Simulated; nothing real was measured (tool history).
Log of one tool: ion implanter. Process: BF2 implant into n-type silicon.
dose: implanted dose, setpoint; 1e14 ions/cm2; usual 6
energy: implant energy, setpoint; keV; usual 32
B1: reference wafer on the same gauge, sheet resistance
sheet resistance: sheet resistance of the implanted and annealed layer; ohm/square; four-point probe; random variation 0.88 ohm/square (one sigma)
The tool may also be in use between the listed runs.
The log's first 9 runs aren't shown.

At hour 607.6: Faraday cup replaced and dose calibrated.
Run 10, hour 630.1: usual settings but energy 24.5 keV; B1 210.02. Result: sheet resistance 219.55 ohm/square.
Run 11, hour 699.6: usual settings but dose 5.34 1e14 ions/cm2; B1 209.97. Result: sheet resistance 221.23 ohm/square.
Run 12, hour 745.4: usual settings but dose 5.34 1e14 ions/cm2; B1 209.93. Result: sheet resistance 218.16 ohm/square.
At hour 790.8: extraction supply calibrated.
Run 13, hour 795.6: usual settings but dose 5.34 1e14 ions/cm2; B1 210.07. Result: sheet resistance 218.53 ohm/square.
Run 14, hour 856.1: usual settings; B1 210.16. Result: sheet resistance 202.28 ohm/square.
Run 15, hour 915.8: usual settings; B1 210.02. Result: sheet resistance 201.05 ohm/square.
Run 16, hour 964.2: usual settings; B1 210.21. Result: sheet resistance 202.9 ohm/square.
Run 17, hour 1012.5: usual settings but energy 26.5 keV; B1 209.66. Result: sheet resistance 211.64 ohm/square.
Run 18, hour 1043.4: usual settings but dose 7.72 1e14 ions/cm2; B1 210.02. Result: sheet resistance 174.1 ohm/square.
Run 19, hour 1161.7: usual settings; B1 209.99. Result: sheet resistance 201.11 ohm/square.
Run 20, hour 1206.3: usual settings but dose 4.48 1e14 ions/cm2, energy 27.5 keV; B1 209.95. Result: sheet resistance 254.7 ohm/square.
Run 21, hour 1276.2: usual settings but energy 22 keV; B1 210.17. Result: sheet resistance 225.91 ohm/square.
Run 22, hour 1330.8: usual settings but dose 5.1 1e14 ions/cm2, energy 35.5 keV; B1 209.9. Result: sheet resistance 219.08 ohm/square.
Run 23, hour 1372.6: usual settings but dose 7.75 1e14 ions/cm2, energy 38 keV; B1 210.1. Result: sheet resistance 164.49 ohm/square.
Run 24, hour 1432.2: usual settings; B1 209.97. Result: sheet resistance 200.1 ohm/square.
Run 25, hour 1483.5: usual settings but dose 5.29 1e14 ions/cm2, energy 26.5 keV; B1 209.83. Result: sheet resistance 226.42 ohm/square.
Run 26, hour 1534.8: usual settings but dose 4.2 1e14 ions/cm2, energy 36 keV; B1 210.32. Result: sheet resistance 256.44 ohm/square.
Run 27, hour 1559: usual settings but dose 6.57 1e14 ions/cm2; B1 209.92. Result: sheet resistance 189.17 ohm/square.
Run 28, hour 1617: usual settings; B1 210. Result: sheet resistance 196.75 ohm/square.
Run 29, hour 1667: usual settings but dose 7.39 1e14 ions/cm2; B1 209.98. Result: sheet resistance 176.47 ohm/square.
Run 30, hour 1692.4: usual settings but dose 6.94 1e14 ions/cm2, energy 39.5 keV; B1 209.97. Result: sheet resistance 172.03 ohm/square.
Run 31, hour 1724.2: usual settings but dose 4.76 1e14 ions/cm2, energy 38.5 keV; B1 210.23. Result: sheet resistance 226.23 ohm/square.

Run 32 comes next. What will it give?
Run 32, hour 1792.9: usual settings; B1 ?. Result: sheet resistance ?.

{"run 32": {"B1": 209.86, "sheet resistance": 196.21}}
Without the tool's hidden state the same run would have given sheet resistance 200.3 ohm/square.

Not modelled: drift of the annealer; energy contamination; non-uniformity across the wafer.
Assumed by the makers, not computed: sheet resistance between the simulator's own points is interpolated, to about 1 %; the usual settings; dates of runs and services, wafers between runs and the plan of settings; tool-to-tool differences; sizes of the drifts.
